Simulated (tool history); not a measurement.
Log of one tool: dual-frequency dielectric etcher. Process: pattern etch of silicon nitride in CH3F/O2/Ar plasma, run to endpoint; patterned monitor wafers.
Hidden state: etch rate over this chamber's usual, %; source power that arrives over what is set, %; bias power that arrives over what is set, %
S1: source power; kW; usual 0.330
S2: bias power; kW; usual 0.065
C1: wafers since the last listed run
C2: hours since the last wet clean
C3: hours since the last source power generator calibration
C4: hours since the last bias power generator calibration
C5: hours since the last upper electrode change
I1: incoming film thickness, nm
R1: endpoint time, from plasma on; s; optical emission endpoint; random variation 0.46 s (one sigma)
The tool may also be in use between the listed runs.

run   hour     S1     S2   C1     C2      C3      C4      C5    I1     R1
  1    0.0  0.300  0.065    0  381.0  5279.7  1870.4  2997.2  55.6   88.8
  2   14.3  0.300  0.065  192  395.3  5294.0  1884.7  3011.5  56.1   89.0
  3   34.9  0.300  0.065  276  415.9  5314.6  1905.3  3032.1  55.8   89.4
  4   56.6  0.380  0.065  291  437.6  5336.3  1927.0  3053.8  55.7   81.6
     111.3  -- wet clean of the chamber
  5  116.2  0.270  0.065  478    4.9  5395.9  1986.6  3113.4  56.0   96.4
  6  140.0  0.270  0.065  319   28.7  5419.7  2010.4  3137.2  56.1   96.0
     145.5  -- source power generator calibrated
  7  153.2  0.270  0.065  123   41.9     7.7  2023.6  3150.4  55.4   95.1
  8  187.2  0.330  0.065  456   75.9    41.7  2057.6  3184.4  56.2   88.8
     204.3  -- bias power generator calibrated
  9  204.8  0.250  0.077  182   93.5    59.3     0.5  3202.0  55.7   89.9
     243.4  -- upper electrode replaced
 10  243.9  0.300  0.050  202  132.6    98.4    39.6     0.5  56.1  102.9
 11  245.8  0.330  0.065   25  134.5   100.3    41.5     2.4  56.0   88.0
 12  263.9  0.290  0.055  243  152.6   118.4    59.6    20.5  56.1   99.8
 13  281.3  0.330  0.065  233  170.0   135.8    77.0    37.9  56.2   88.5
 14  301.1  0.330  0.079  266  189.8   155.6    96.8    57.7  56.3   81.0
 15  316.7  0.350  0.056  209  205.4   171.2   112.4    73.3  55.5   91.5
 16  334.5  0.390  0.072  239  223.2   189.0   130.2    91.1  56.5   79.5
 17  351.8  0.330  0.065  232  240.5   206.3   147.5   108.4  55.7   87.0

4 ways to go on from here, each from the tool as it stands after run 17. What would each give?
  A  352.2  0.330  0.065   5  240.9  206.7  147.9  108.8  55.5   ?
  B  352.2  0.390  0.059   5  240.9  206.7  147.9  108.8  55.5   ?
  C  352.2  0.280  0.065   5  240.9  206.7  147.9  108.8  55.5   ?
  D  352.2  0.260  0.065   5  240.9  206.7  147.9  108.8  55.5   ?

run    R1
  A  86.5
  B  84.9
  C  91.7
  D  94.2
Without the tool's hidden state the same runs would have given:
run    R1
  A  88.9
  B  87.3
  C  94.3
  D  96.8
